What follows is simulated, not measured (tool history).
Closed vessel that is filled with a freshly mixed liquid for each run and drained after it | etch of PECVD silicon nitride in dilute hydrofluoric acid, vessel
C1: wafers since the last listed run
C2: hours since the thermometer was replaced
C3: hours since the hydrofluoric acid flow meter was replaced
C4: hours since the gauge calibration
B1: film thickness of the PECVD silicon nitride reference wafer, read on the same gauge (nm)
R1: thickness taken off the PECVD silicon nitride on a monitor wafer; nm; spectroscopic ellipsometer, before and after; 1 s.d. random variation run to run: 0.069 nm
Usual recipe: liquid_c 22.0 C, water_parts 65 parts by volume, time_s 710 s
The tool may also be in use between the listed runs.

{"run": 1, "day": 0.0, "liquid_c": 22.0, "water_parts": 65, "time_s": 710, "C1": 0, "C2": 846.8, "C3": 1864.2, "C4": 92.1, "B1": 70.02, "R1": 21.38}
{"run": 2, "day": 0.438, "liquid_c": 22.0, "water_parts": 65, "time_s": 710, "C1": 451, "C2": 857.3, "C3": 1874.7, "C4": 102.6, "B1": 70.03, "R1": 21.48}
{"day": 0.775, "done": "gauge calibrated"}
{"run": 3, "day": 1.033, "liquid_c": 22.0, "water_parts": 65, "time_s": 710, "C1": 614, "C2": 871.6, "C3": 1889.0, "C4": 6.2, "B1": 70.01, "R1": 21.56}
{"run": 4, "day": 1.354, "liquid_c": 22.0, "water_parts": 65, "time_s": 710, "C1": 331, "C2": 879.3, "C3": 1896.7, "C4": 13.9, "B1": 69.97, "R1": 21.54}
{"run": 5, "day": 2.021, "liquid_c": 22.0, "water_parts": 65, "time_s": 1020, "C1": 687, "C2": 895.3, "C3": 1912.7, "C4": 29.9, "B1": 69.97, "R1": 30.92}
{"run": 6, "day": 2.375, "liquid_c": 22.0, "water_parts": 65, "time_s": 1020, "C1": 365, "C2": 903.8, "C3": 1921.2, "C4": 38.4, "B1": 70.03, "R1": 31.15}
{"day": 2.475, "done": "thermometer replaced"}
{"run": 7, "day": 2.788, "liquid_c": 22.0, "water_parts": 65, "time_s": 1020, "C1": 382, "C2": 7.5, "C3": 1931.1, "C4": 48.3, "B1": 69.97, "R1": 33.83}
{"run": 8, "day": 3.446, "liquid_c": 19.0, "water_parts": 35, "time_s": 570, "C1": 679, "C2": 23.3, "C3": 1946.9, "C4": 64.1, "B1": 70.0, "R1": 28.25}
{"day": 3.762, "done": "thermometer replaced, repeated, since the last time left the tool worse"}
{"run": 9, "day": 3.892, "liquid_c": 26.0, "water_parts": 55, "time_s": 925, "C1": 417, "C2": 3.1, "C3": 1957.6, "C4": 74.8, "B1": 70.02, "R1": 38.25}
{"run": 10, "day": 4.471, "liquid_c": 19.0, "water_parts": 35, "time_s": 570, "C1": 597, "C2": 17.0, "C3": 1971.5, "C4": 88.7, "B1": 70.0, "R1": 22.73}
{"day": 4.867, "done": "gauge calibrated"}
{"run": 11, "day": 5.067, "liquid_c": 17.5, "water_parts": 75, "time_s": 530, "C1": 614, "C2": 31.3, "C3": 1985.8, "C4": 4.8, "B1": 70.01, "R1": 9.12}
{"day": 5.246, "done": "hydrofluoric acid flow meter replaced"}
{"run": 12, "day": 5.8, "liquid_c": 18.0, "water_parts": 65, "time_s": 975, "C1": 713, "C2": 48.9, "C3": 13.3, "C4": 22.4, "B1": 70.0, "R1": 19.94}
{"run": 13, "day": 6.358, "liquid_c": 26.5, "water_parts": 80, "time_s": 1010, "C1": 576, "C2": 62.3, "C3": 26.7, "C4": 35.8, "B1": 70.01, "R1": 29.97}
{"run": 14, "day": 6.867, "liquid_c": 22.0, "water_parts": 65, "time_s": 710, "C1": 524, "C2": 74.5, "C3": 38.9, "C4": 48.0, "B1": 70.05, "R1": 19.23}
{"run": 15, "day": 7.142, "liquid_c": 19.5, "water_parts": 65, "time_s": 855, "C1": 283, "C2": 81.1, "C3": 45.5, "C4": 54.6, "B1": 69.98, "R1": 19.53}

Predict each of these 3 candidate next runs independently; none follows another, all start after run 15:
{"run": "A", "day": 7.175, "liquid_c": 22.0, "water_parts": 65, "time_s": 710, "C1": 34, "C2": 81.9, "C3": 46.3, "C4": 55.4, "B1": "?", "R1": "?"}
{"run": "B", "day": 7.175, "liquid_c": 22.0, "water_parts": 40, "time_s": 1065, "C1": 34, "C2": 81.9, "C3": 46.3, "C4": 55.4, "B1": "?", "R1": "?"}
{"run": "C", "day": 7.175, "liquid_c": 18.0, "water_parts": 85, "time_s": 595, "C1": 34, "C2": 81.9, "C3": 46.3, "C4": 55.4, "B1": "?", "R1": "?"}

run=A B1=70.01 R1=19.25
run=B B1=70.01 R1=46.39
run=C B1=70.01 R1=9.44
Stripped of hidden state, with their random variation kept, the same runs would have yielded:
run=A R1=18.93
run=B R1=45.60
run=C R1=9.27

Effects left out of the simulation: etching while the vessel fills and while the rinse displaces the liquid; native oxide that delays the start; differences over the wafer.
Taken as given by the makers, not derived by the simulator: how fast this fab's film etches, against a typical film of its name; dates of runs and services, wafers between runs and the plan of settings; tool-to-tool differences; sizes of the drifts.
